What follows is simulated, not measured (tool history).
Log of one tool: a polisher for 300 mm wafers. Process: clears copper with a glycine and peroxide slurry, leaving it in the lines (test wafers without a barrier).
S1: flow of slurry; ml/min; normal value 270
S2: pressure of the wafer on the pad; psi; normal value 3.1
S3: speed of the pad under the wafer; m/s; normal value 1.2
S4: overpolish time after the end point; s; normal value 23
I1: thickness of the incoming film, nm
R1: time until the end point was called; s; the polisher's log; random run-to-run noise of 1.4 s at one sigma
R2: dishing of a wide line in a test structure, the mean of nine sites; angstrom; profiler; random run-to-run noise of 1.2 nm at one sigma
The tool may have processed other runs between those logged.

run	hour	S1	S2	S3	S4	I1	R1	R2
1	0	270	3.1	1.2	23	647.9	87.3	789
2	33.2	270	3.1	1.2	23	660.4	89.2	804
3	65.3	270	3.1	1.2	23	655.9	89.8	785
# hour 72.8: slurry nozzle cleaned
# hour 222: head pressure recalibrated
4	260.1	270	3.1	1.2	13	662.5	85.1	584
5	318.7	270	3.1	1.2	13	672.6	84.5	596
# hour 338: worn pad replaced by a new one
6	370	270	3.1	1.2	23	654.8	85.2	833
7	473.2	310	3.1	1.2	23	664.7	83.5	834
8	510.6	270	3.1	1.2	23	656.2	83	828
9	564.3	270	3.1	1.2	23	662.2	83.1	851
10	621.1	270	3.1	1	23	664	91.5	792
# hour 656.8: head pressure recalibrated, repeated, since the last time left the tool worse
11	674.5	270	3.1	1	23	655.5	97.4	748
# hour 715.8: worn pad replaced by a new one
12	736.1	270	3.1	1	23	657.1	97	763
# hour 746.5: slurry nozzle cleaned
13	786.1	340	3.1	1.2	28	665.2	88.7	868
14	839.5	270	3.7	1.2	23	663.9	79.7	859
15	897.9	270	3.1	1.2	23	665	88.6	834
16	953.3	215	3.1	0.82	11	647.5	108	424
17	1018.6	270	3.1	1.2	23	657.3	85.9	805
# hour 1036.9: head pressure recalibrated
18	1051.3	330	3.1	1.2	14	656.6	90.8	604
19	1102.3	270	3.1	1.2	23	659.9	92	799
# hour 1116.8: worn pad replaced by a new one
20	1159.9	270	3.1	1.2	23	667.5	92	794
21	1207.7	270	3.7	1.32	19	664	75.7	791
22	1262.2	270	2.7	1.2	23	649	95.8	760
23	1294.5	270	3.1	1.2	23	672	92.1	793
24	1339.4	270	3.1	1.2	23	659.5	88	802
25	1378.6	335	3.1	1.2	28	670.5	89	899
26	1449.9	215	2.5	0.8	28	661.7	125.1	730
# hour 1454.7: head pressure recalibrated
# hour 1466.9: slurry nozzle cleaned
27	1482.8	270	3.5	1.06	23	668.4	91.2	820
# hour 1526.9: worn pad replaced by a new one
28	1603.4	215	3.1	1.02	19	665.5	100	654
29	1645.7	350	2.8	1.2	23	650	91.5	773
30	1683.5	185	3.1	1.2	37	660.1	96.1	972
31	1729.8	270	3.1	1.4	23	672.9	84.1	833
32	1793.3	270	3.1	1.62	28	658.7	72.9	958
33	1832.4	230	4.1	1.2	36	666	73.7	1076
34	1899.2	270	3.1	1.2	23	665.3	89.5	800
# hour 1913.7: head pressure recalibrated
35	1970.4	310	4.1	0.92	29	658.3	83.2	955

Each run again, without the hidden state but with its own random variation kept:
Hidden state present: removal rate lost through wear of the pad, %; slurry flow missing at the pad, %; deviation of the head's pressure from its setpoint, %.
run	R1	R2
1	89.2	778
2	91.4	791
3	92.2	772
4	91.3	553
5	91.1	562
6	92.1	793
7	91	790
8	90.8	782
9	91.3	802
10	100.8	744
11	98	744
12	98.1	757
13	90.1	860
14	81.4	849
15	90.9	821
16	111.3	414
17	89.1	787
18	90.7	604
19	92.3	797
20	92.8	790
21	76.7	785
22	97.4	751
23	93.9	783
24	90.1	790
25	91.5	885
26	129.1	715
27	91.5	818
28	101.3	648
29	93.1	765
30	98	962
31	86.2	821
32	75.2	943
33	76.2	1060
34	93	780
35	83.5	954
